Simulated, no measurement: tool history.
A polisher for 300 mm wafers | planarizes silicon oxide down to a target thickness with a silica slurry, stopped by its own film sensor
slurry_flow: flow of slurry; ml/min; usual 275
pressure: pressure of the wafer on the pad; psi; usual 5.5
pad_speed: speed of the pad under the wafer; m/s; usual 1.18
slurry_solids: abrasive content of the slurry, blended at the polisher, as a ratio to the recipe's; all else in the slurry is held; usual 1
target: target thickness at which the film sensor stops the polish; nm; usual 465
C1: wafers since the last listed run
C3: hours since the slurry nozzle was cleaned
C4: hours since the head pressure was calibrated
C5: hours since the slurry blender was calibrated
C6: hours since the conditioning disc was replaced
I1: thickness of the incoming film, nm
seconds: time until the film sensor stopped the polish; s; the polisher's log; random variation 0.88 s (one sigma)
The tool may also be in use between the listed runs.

run 1 hour=0 | slurry_flow=275 pressure=5.5 pad_speed=1.18 slurry_solids=1 target=465 | C1=0 wafers_polished_on_this_pad=1205 C3=0.5 C4=155.1 C5=347.6 C6=361.9 | I1=739.6 | seconds=75.4
run 2 hour=79.7 | slurry_flow=275 pressure=5.5 pad_speed=1.18 slurry_solids=1 target=465 | C1=663 wafers_polished_on_this_pad=1868 C3=80.2 C4=234.8 C5=427.3 C6=441.6 | I1=739.6 | seconds=76.2
run 3 hour=152.1 | slurry_flow=275 pressure=5.5 pad_speed=1.18 slurry_solids=1 target=465 | C1=602 wafers_polished_on_this_pad=2470 C3=152.6 C4=307.2 C5=499.7 C6=514 | I1=717.8 | seconds=71.2
-- hour=199.3 slurry blender recalibrated
-- hour=228.5 conditioning disc replaced and pad reconditioned
run 4 hour=245.6 | slurry_flow=275 pressure=5.5 pad_speed=1.18 slurry_solids=1 target=465 | C1=744 wafers_polished_on_this_pad=3215 C3=246.1 C4=400.7 C5=46.3 C6=17.1 | I1=720.4 | seconds=67
run 5 hour=340.6 | slurry_flow=275 pressure=5.5 pad_speed=1.18 slurry_solids=1 target=465 | C1=790 wafers_polished_on_this_pad=4005 C3=341.1 C4=495.7 C5=141.3 C6=112.1 | I1=737 | seconds=70.7
-- hour=365.7 worn pad replaced by a new one
run 6 hour=413.2 | slurry_flow=275 pressure=5.5 pad_speed=1.18 slurry_solids=1 target=465 | C1=570 wafers_polished_on_this_pad=395 C3=413.7 C4=568.3 C5=213.9 C6=184.7 | I1=734.5 | seconds=72.1
run 7 hour=451 | slurry_flow=330 pressure=4.8 pad_speed=1.18 slurry_solids=1 target=465 | C1=314 wafers_polished_on_this_pad=709 C3=451.5 C4=606.1 C5=251.7 C6=222.5 | I1=744.7 | seconds=78.5
-- hour=533.9 head pressure recalibrated
run 8 hour=543.9 | slurry_flow=330 pressure=4.8 pad_speed=1.18 slurry_solids=1 target=465 | C1=756 wafers_polished_on_this_pad=1465 C3=544.4 C4=10 C5=344.6 C6=315.4 | I1=735.8 | seconds=79.2
-- hour=553.4 slurry nozzle cleaned
run 9 hour=590.9 | slurry_flow=275 pressure=5.5 pad_speed=1.18 slurry_solids=1 target=495 | C1=382 wafers_polished_on_this_pad=1848 C3=37.5 C4=57 C5=391.6 C6=362.4 | I1=742.8 | seconds=68.4
run 10 hour=671.5 | slurry_flow=275 pressure=5.5 pad_speed=1.18 slurry_solids=1.25 target=465 | C1=670 wafers_polished_on_this_pad=2519 C3=118.1 C4=137.6 C5=472.2 C6=443 | I1=729 | seconds=69.1
run 11 hour=751.6 | slurry_flow=240 pressure=6.9 pad_speed=1.18 slurry_solids=1 target=512 | C1=666 wafers_polished_on_this_pad=3185 C3=198.2 C4=217.7 C5=552.3 C6=523.1 | I1=730.5 | seconds=54.9
-- hour=785 slurry blender recalibrated
-- hour=825.4 conditioning disc replaced and pad reconditioned
run 12 hour=844.9 | slurry_flow=340 pressure=5.5 pad_speed=1.18 slurry_solids=1 target=504 | C1=742 wafers_polished_on_this_pad=3928 C3=291.5 C4=311 C5=59.9 C6=19.5 | I1=734.4 | seconds=58.1
run 13 hour=922.6 | slurry_flow=275 pressure=5.5 pad_speed=1.18 slurry_solids=0.75 target=465 | C1=646 wafers_polished_on_this_pad=4575 C3=369.2 C4=388.7 C5=137.6 C6=97.2 | I1=720.2 | seconds=73.3
-- hour=984.5 worn pad replaced by a new one
run 14 hour=985 | slurry_flow=275 pressure=5.5 pad_speed=0.84 slurry_solids=1 target=465 | C1=485 wafers_polished_on_this_pad=4 C3=431.6 C4=451.1 C5=200 C6=159.6 | I1=725.8 | seconds=84.8
-- hour=1110.3 head pressure recalibrated
-- hour=1113.3 slurry nozzle cleaned
run 15 hour=1125.3 | slurry_flow=210 pressure=5.5 pad_speed=1.58 slurry_solids=1 target=465 | C1=1142 wafers_polished_on_this_pad=1146 C3=12 C4=15 C5=340.3 C6=299.9 | I1=745.9 | seconds=66.2
run 16 hour=1165.6 | slurry_flow=275 pressure=5.5 pad_speed=1.18 slurry_solids=1 target=465 | C1=335 wafers_polished_on_this_pad=1481 C3=52.3 C4=55.3 C5=380.6 C6=340.2 | I1=733.8 | seconds=75.1
run 17 hour=1218.8 | slurry_flow=275 pressure=3.8 pad_speed=1.46 slurry_solids=0.7 target=427 | C1=442 wafers_polished_on_this_pad=1924 C3=105.5 C4=108.5 C5=433.8 C6=393.4 | I1=730.5 | seconds=98.7
-- hour=1245.1 slurry blender recalibrated
run 18 hour=1288.8 | slurry_flow=275 pressure=6.3 pad_speed=1.18 slurry_solids=0.8 target=465 | C1=565 wafers_polished_on_this_pad=2490 C3=175.5 C4=178.5 C5=43.7 C6=463.4 | I1=723.2 | seconds=71.2
run 19 hour=1327.9 | slurry_flow=335 pressure=4.8 pad_speed=1.3 slurry_solids=0.9 target=465 | C1=325 wafers_polished_on_this_pad=2815 C3=214.6 C4=217.6 C5=82.8 C6=502.5 | I1=744.3 | seconds=82.2
run 20 hour=1402.4 | slurry_flow=275 pressure=5.5 pad_speed=1.18 slurry_solids=0.8 target=465 | C1=619 wafers_polished_on_this_pad=3435 C3=289.1 C4=292.1 C5=157.3 C6=577 | I1=740.8 | seconds=84.6
-- hour=1409.4 conditioning disc replaced and pad reconditioned
run 21 hour=1477.8 | slurry_flow=300 pressure=5.5 pad_speed=1.18 slurry_solids=1.25 target=492 | C1=610 wafers_polished_on_this_pad=4045 C3=364.5 C4=367.5 C5=232.7 C6=68.4 | I1=735.2 | seconds=59.6
run 22 hour=1521.8 | slurry_flow=240 pressure=6.9 pad_speed=1.18 slurry_solids=1 target=512 | C1=366 wafers_polished_on_this_pad=4412 C3=408.5 C4=411.5 C5=276.7 C6=112.4 | I1=725.2 | seconds=49.2
-- hour=1566.5 worn pad replaced by a new one
run 23 hour=1583.9 | slurry_flow=275 pressure=5.5 pad_speed=1.18 slurry_solids=0.9 target=465 | C1=483 wafers_polished_on_this_pad=145 C3=470.6 C4=473.6 C5=338.8 C6=174.5 | I1=727.6 | seconds=72
-- hour=1638.4 slurry nozzle cleaned
run 24 hour=1650.1 | slurry_flow=275 pressure=5.5 pad_speed=1.18 slurry_solids=1 target=465 | C1=542 wafers_polished_on_this_pad=687 C3=11.7 C4=539.8 C5=405 C6=240.7 | I1=738.6 | seconds=73.6
run 25 hour=1715.3 | slurry_flow=275 pressure=6.2 pad_speed=1.18 slurry_solids=1 target=505 | C1=542 wafers_polished_on_this_pad=1230 C3=76.9 C4=605 C5=470.2 C6=305.9 | I1=726.4 | seconds=56.5
-- hour=1769.9 head pressure recalibrated
run 26 hour=1770.4 | slurry_flow=335 pressure=7.2 pad_speed=1.44 slurry_solids=1 target=404 | C1=441 wafers_polished_on_this_pad=1671 C3=132 C4=0.5 C5=525.3 C6=361 | I1=732.6 | seconds=66.1

3 ways to go on from here, each from the tool as it stands after run 26. What would each give?
run A hour=1770.8 | slurry_flow=275 pressure=5.5 pad_speed=1.3 slurry_solids=1 target=465 | C1=3 wafers_polished_on_this_pad=1675 C3=132.4 C4=0.9 C5=525.7 C6=361.4 | I1=740.4 | seconds=?
run B hour=1770.8 | slurry_flow=275 pressure=6.6 pad_speed=1.18 slurry_solids=1 target=557 | C1=3 wafers_polished_on_this_pad=1675 C3=132.4 C4=0.9 C5=525.7 C6=361.4 | I1=740.4 | seconds=?
run C hour=1770.8 | slurry_flow=275 pressure=6.5 pad_speed=0.86 slurry_solids=1.25 target=521 | C1=3 wafers_polished_on_this_pad=1675 C3=132.4 C4=0.9 C5=525.7 C6=361.4 | I1=740.4 | seconds=?

run=A seconds=70.6
run=B seconds=44.5
run=C seconds=60.3
Without the tool's hidden state the same runs would have given:
run=A seconds=64.5
run=B seconds=40.5
run=C seconds=56
